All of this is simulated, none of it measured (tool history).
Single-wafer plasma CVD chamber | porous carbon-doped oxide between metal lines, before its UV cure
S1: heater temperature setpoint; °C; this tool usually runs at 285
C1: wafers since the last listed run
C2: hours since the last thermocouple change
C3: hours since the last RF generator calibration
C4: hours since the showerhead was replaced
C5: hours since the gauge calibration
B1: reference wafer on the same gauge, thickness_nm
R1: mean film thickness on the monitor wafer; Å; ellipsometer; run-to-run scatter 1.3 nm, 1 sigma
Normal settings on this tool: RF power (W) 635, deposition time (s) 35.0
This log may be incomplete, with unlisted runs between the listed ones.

Run 1, hour 0.0: usual settings but deposition time (s) 30.9; C1 0; C2 768.6; C3 1760.0; C4 2756.8; C5 649.6; B1 265.130. Result: R1 2100.78 Å.
Run 2, hour 33.0: usual settings; C1 1016; C2 801.6; C3 1793.0; C4 2789.8; C5 682.6; B1 264.993. Result: R1 2342.84 Å.
Run 3, hour 66.3: usual settings; C1 1025; C2 834.9; C3 1826.3; C4 2823.1; C5 715.9; B1 265.049. Result: R1 2359.53 Å.
Run 4, hour 106.5: usual settings; C1 1238; C2 875.1; C3 1866.5; C4 2863.3; C5 756.1; B1 264.823. Result: R1 2351.32 Å.
Run 5, hour 157.4: usual settings; C1 1567; C2 926.0; C3 1917.4; C4 2914.2; C5 807.0; B1 265.241. Result: R1 2339.02 Å.
Run 6, hour 229.4: usual settings; C1 2217; C2 998.0; C3 1989.4; C4 2986.2; C5 879.0; B1 264.881. Result: R1 2341.34 Å.
At hour 383.8: RF generator calibrated.
Run 7, hour 387.0: usual settings; C1 4608; C2 1155.6; C3 3.2; C4 3143.8; C5 1036.6; B1 264.974. Result: R1 2454.45 Å.
At hour 405.9: gauge calibrated.
Run 8, hour 453.3: usual settings; C1 2042; C2 1221.9; C3 69.5; C4 3210.1; C5 47.4; B1 264.977. Result: R1 2430.99 Å.
Run 9, hour 479.9: usual settings but S1 276 °C; C1 819; C2 1248.5; C3 96.1; C4 3236.7; C5 74.0; B1 265.067. Result: R1 2601.30 Å.
At hour 501.3: thermocouple changed; heater temperature recalibrated.
Run 10, hour 507.4: usual settings but S1 276 °C; C1 600; C2 6.1; C3 123.6; C4 3264.2; C5 101.5; B1 264.660. Result: R1 2577.23 Å.
Run 11, hour 554.5: usual settings but RF power (W) 535, deposition time (s) 39.6; C1 1450; C2 53.2; C3 170.7; C4 3311.3; C5 148.6; B1 264.764. Result: R1 2503.65 Å.
Run 12, hour 595.9: usual settings but RF power (W) 535, deposition time (s) 39.6; C1 1275; C2 94.6; C3 212.1; C4 3352.7; C5 190.0; B1 265.095. Result: R1 2498.04 Å.
Run 13, hour 641.3: usual settings but S1 276 °C, RF power (W) 695; C1 1398; C2 140.0; C3 257.5; C4 3398.1; C5 235.4; B1 264.993. Result: R1 2704.44 Å.
Run 14, hour 707.2: usual settings but S1 276 °C; C1 2029; C2 205.9; C3 323.4; C4 3464.0; C5 301.3; B1 265.166. Result: R1 2579.32 Å.
Run 15, hour 748.8: usual settings but S1 277 °C, deposition time (s) 39.1; C1 1281; C2 247.5; C3 365.0; C4 3505.6; C5 342.9; B1 265.055. Result: R1 2836.39 Å.
At hour 788.0: showerhead replaced, of another model than before.
Run 16, hour 788.5: usual settings but S1 299 °C, RF power (W) 725, deposition time (s) 29.1; C1 976; C2 287.2; C3 404.7; C4 0.5; C5 382.6; B1 265.024. Result: R1 1927.72 Å.
Run 17, hour 820.9: usual settings but S1 280 °C, RF power (W) 740; C1 997; C2 319.6; C3 437.1; C4 32.9; C5 415.0; B1 265.161. Result: R1 2638.03 Å.
Run 18, hour 881.6: usual settings but S1 271 °C, RF power (W) 710; C1 1869; C2 380.3; C3 497.8; C4 93.6; C5 475.7; B1 265.055. Result: R1 2805.01 Å.
Run 19, hour 938.9: usual settings but RF power (W) 735, deposition time (s) 29.3; C1 1764; C2 437.6; C3 555.1; C4 150.9; C5 533.0; B1 265.020. Result: R1 2108.36 Å.
Run 20, hour 992.6: usual settings but RF power (W) 735, deposition time (s) 41.4; C1 1654; C2 491.3; C3 608.8; C4 204.6; C5 586.7; B1 265.170. Result: R1 2980.47 Å.
Run 21, hour 1026.0: usual settings but RF power (W) 735, deposition time (s) 41.4; C1 1028; C2 524.7; C3 642.2; C4 238.0; C5 620.1; B1 264.892. Result: R1 2993.51 Å.
Run 22, hour 1067.8: usual settings; C1 1287; C2 566.5; C3 684.0; C4 279.8; C5 661.9; B1 265.003. Result: R1 2419.34 Å.
Run 23, hour 1122.2: usual settings; C1 1675; C2 620.9; C3 738.4; C4 334.2; C5 716.3; B1 265.174. Result: R1 2422.50 Å.
Run 24, hour 1148.3: usual settings but S1 278 °C; C1 803; C2 647.0; C3 764.5; C4 360.3; C5 742.4; B1 264.986. Result: R1 2552.07 Å.

What if the next run were any one of these 5? Each begins from the tool's condition after run 24:
Run A, hour 1148.7: usual settings but S1 290 °C; C1 12; C2 647.4; C3 764.9; C4 360.7; C5 742.8; B1 ?. Result: R1 ?.
Run B, hour 1148.7: usual settings but deposition time (s) 31.0; C1 12; C2 647.4; C3 764.9; C4 360.7; C5 742.8; B1 ?. Result: R1 ?.
Run C, hour 1148.7: usual settings but S1 272 °C, RF power (W) 595, deposition time (s) 39.9; C1 12; C2 647.4; C3 764.9; C4 360.7; C5 742.8; B1 ?. Result: R1 ?.
Run D, hour 1148.7: usual settings but S1 299 °C, RF power (W) 520, deposition time (s) 28.1; C1 12; C2 647.4; C3 764.9; C4 360.7; C5 742.8; B1 ?. Result: R1 ?.
Run E, hour 1148.7: usual settings but S1 279 °C, RF power (W) 570; C1 12; C2 647.4; C3 764.9; C4 360.7; C5 742.8; B1 ?. Result: R1 ?.

run       B1       R1
  A  264.986  2330.39
  B  264.986  2144.85
  C  264.986  2956.13
  D  264.986  1672.88
  E  264.986  2439.17
With no hidden state in the tool, these same runs would have given:
run       R1
  A  2361.26
  B  2173.26
  C  2995.28
  D  1695.03
  E  2471.48

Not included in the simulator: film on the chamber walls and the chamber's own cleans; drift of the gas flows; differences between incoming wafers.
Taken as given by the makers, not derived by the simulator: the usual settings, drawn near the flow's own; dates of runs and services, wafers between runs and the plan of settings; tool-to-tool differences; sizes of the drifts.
